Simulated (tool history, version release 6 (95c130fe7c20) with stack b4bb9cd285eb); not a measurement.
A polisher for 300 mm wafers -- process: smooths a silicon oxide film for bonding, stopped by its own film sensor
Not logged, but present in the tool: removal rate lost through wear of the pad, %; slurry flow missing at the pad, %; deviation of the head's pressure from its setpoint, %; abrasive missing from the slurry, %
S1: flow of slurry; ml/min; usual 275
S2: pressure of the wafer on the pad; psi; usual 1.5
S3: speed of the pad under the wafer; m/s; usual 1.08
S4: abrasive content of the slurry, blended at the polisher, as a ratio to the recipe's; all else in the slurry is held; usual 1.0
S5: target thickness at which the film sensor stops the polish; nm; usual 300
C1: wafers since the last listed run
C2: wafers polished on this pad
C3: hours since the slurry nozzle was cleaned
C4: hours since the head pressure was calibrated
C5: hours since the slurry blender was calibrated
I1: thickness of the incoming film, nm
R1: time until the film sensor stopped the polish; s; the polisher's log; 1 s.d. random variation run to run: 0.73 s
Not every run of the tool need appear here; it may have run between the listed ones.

Run 1, day 0.000: usual settings; C1 0; C2 661; C3 489.6; C4 726.7; C5 100.8; I1 348.3. Result: R1 76.8 s.
Run 2, day 0.696: usual settings; C1 163; C2 825; C3 506.3; C4 743.4; C5 117.5; I1 351.7. Result: R1 84.8 s.
Run 3, day 1.233: usual settings; C1 126; C2 951; C3 519.2; C4 756.3; C5 130.4; I1 349.2. Result: R1 80.1 s.
Run 4, day 1.604: usual settings but S2 1.7 psi; C1 87; C2 1039; C3 528.1; C4 765.2; C5 139.3; I1 346.7. Result: R1 65.5 s.
At day 1.883: worn pad replaced by a new one.
Run 5, day 1.904: usual settings but S2 1.7 psi; C1 31; C2 4; C3 535.3; C4 772.4; C5 146.5; I1 347.7. Result: R1 68.2 s.
Run 6, day 2.479: usual settings but S2 1.7 psi; C1 135; C2 140; C3 549.1; C4 786.2; C5 160.3; I1 352.5. Result: R1 75.1 s.
Run 7, day 2.792: usual settings but S2 1.6 psi; C1 73; C2 214; C3 556.6; C4 793.7; C5 167.8; I1 344.7. Result: R1 68.3 s.
Run 8, day 3.117: usual settings but S2 1.6 psi; C1 76; C2 290; C3 564.4; C4 801.5; C5 175.6; I1 343.2. Result: R1 66.7 s.
At day 3.496: slurry blender recalibrated.
Run 9, day 3.517: usual settings; C1 74; C2 365; C3 574.0; C4 811.1; C5 0.5; I1 349.1. Result: R1 77.7 s.
Run 10, day 4.058: usual settings; C1 127; C2 493; C3 587.0; C4 824.1; C5 13.5; I1 347.7. Result: R1 74.8 s.
Run 11, day 4.379: usual settings; C1 75; C2 568; C3 594.7; C4 831.8; C5 21.2; I1 347.0. Result: R1 73.6 s.
Run 12, day 5.062: usual settings but S1 225 ml/min, S5 313 nm; C1 161; C2 729; C3 611.1; C4 848.2; C5 37.6; I1 354.3. Result: R1 67.2 s.
At day 5.192: slurry nozzle cleaned.
Run 13, day 5.608: usual settings; C1 118; C2 848; C3 10.0; C4 861.3; C5 50.7; I1 351.8. Result: R1 81.1 s.
Run 14, day 6.196: usual settings; C1 138; C2 986; C3 24.1; C4 875.4; C5 64.8; I1 350.2. Result: R1 78.9 s.
Run 15, day 6.454: usual settings; C1 60; C2 1047; C3 30.3; C4 881.6; C5 71.0; I1 345.0. Result: R1 70.5 s.
At day 6.825: worn pad replaced by a new one.
Run 16, day 6.942: usual settings but S2 1.6 psi; C1 75; C2 27; C3 42.0; C4 893.3; C5 82.7; I1 351.0. Result: R1 76.2 s.
Run 17, day 7.238: usual settings but S1 330 ml/min, S2 1.7 psi; C1 69; C2 97; C3 49.1; C4 900.4; C5 89.8; I1 345.4. Result: R1 62.2 s.
At day 7.367: head pressure recalibrated.
Run 18, day 7.721: usual settings; C1 94; C2 191; C3 60.7; C4 8.5; C5 101.4; I1 351.4. Result: R1 81.8 s.
Run 19, day 8.079: usual settings but S4 0.7, S5 289 nm; C1 84; C2 275; C3 69.3; C4 17.1; C5 110.0; I1 346.8. Result: R1 124.2 s.
Run 20, day 8.775: usual settings but S2 1.6 psi; C1 163; C2 439; C3 86.0; C4 33.8; C5 126.7; I1 352.4. Result: R1 79.2 s.
Run 21, day 9.500: usual settings but S4 0.9; C1 170; C2 610; C3 103.4; C4 51.2; C5 144.1; I1 350.5. Result: R1 89.2 s.
Run 22, day 9.846: usual settings; C1 81; C2 692; C3 111.7; C4 59.5; C5 152.4; I1 357.7. Result: R1 93.1 s.
Run 23, day 10.267: usual settings but S1 240 ml/min, S2 1.6 psi, S3 0.92 m/s, S4 1.1; C1 99; C2 791; C3 121.8; C4 69.6; C5 162.5; I1 353.2. Result: R1 89.3 s.
Run 24, day 10.833: usual settings but S2 1.9 psi, S3 0.92 m/s; C1 133; C2 925; C3 135.4; C4 83.2; C5 176.1; I1 353.2. Result: R1 79.1 s.
At day 10.996: slurry blender recalibrated.
Run 25, day 11.196: usual settings; C1 65; C2 990; C3 144.1; C4 91.9; C5 4.8; I1 357.5. Result: R1 90.5 s.
At day 11.512: worn pad replaced by a new one.
Run 26, day 11.925: usual settings but S4 1.1; C1 132; C2 97; C3 161.6; C4 109.4; C5 22.3; I1 348.3. Result: R1 73.0 s.
Run 27, day 12.492: usual settings but S2 1.2 psi; C1 133; C2 230; C3 175.2; C4 123.0; C5 35.9; I1 343.8. Result: R1 87.0 s.
Run 28, day 12.883: usual settings; C1 92; C2 322; C3 184.6; C4 132.4; C5 45.3; I1 348.9. Result: R1 77.1 s.
Run 29, day 13.304: usual settings; C1 99; C2 422; C3 194.7; C4 142.5; C5 55.4; I1 350.9. Result: R1 80.7 s.
Run 30, day 13.792: usual settings but S1 190 ml/min, S5 316 nm; C1 114; C2 537; C3 206.4; C4 154.2; C5 67.1; I1 348.5. Result: R1 54.1 s.
Run 31, day 14.383: usual settings but S1 340 ml/min; C1 139; C2 676; C3 220.6; C4 168.4; C5 81.3; I1 347.4. Result: R1 72.6 s.

Some steps in R1, run to run, broken into two amounts with sign: the step expected even without the hidden condition (settings, incoming material, random variation), and the rest, left for the hidden condition together with whatever gauge scatter is not in both the measured and the hidden-condition-free result:
Run 8 -> 9: S2 1.6 -> 1.5, slurry blender recalibrated. R1 +11.0 s: hidden state -2.9, all else +13.9.
Run 18 -> 19: S4 1.0 -> 0.7, S5 300 -> 289. R1 +42.4 s: hidden state +1.8, all else +40.6.
Run 19 -> 20: S2 1.5 -> 1.6, S4 0.7 -> 1.0, S5 289 -> 300. R1 -45.0 s: hidden state -1.2, all else -43.8.
Run 24 -> 25: S2 1.9 -> 1.5, S3 0.92 -> 1.08, slurry blender recalibrated. R1 +11.4 s: hidden state -3.1, all else +14.5.
Run 29 -> 30: S1 275 -> 190, S5 300 -> 316. R1 -26.6 s: hidden state -0.2, all else -26.4.
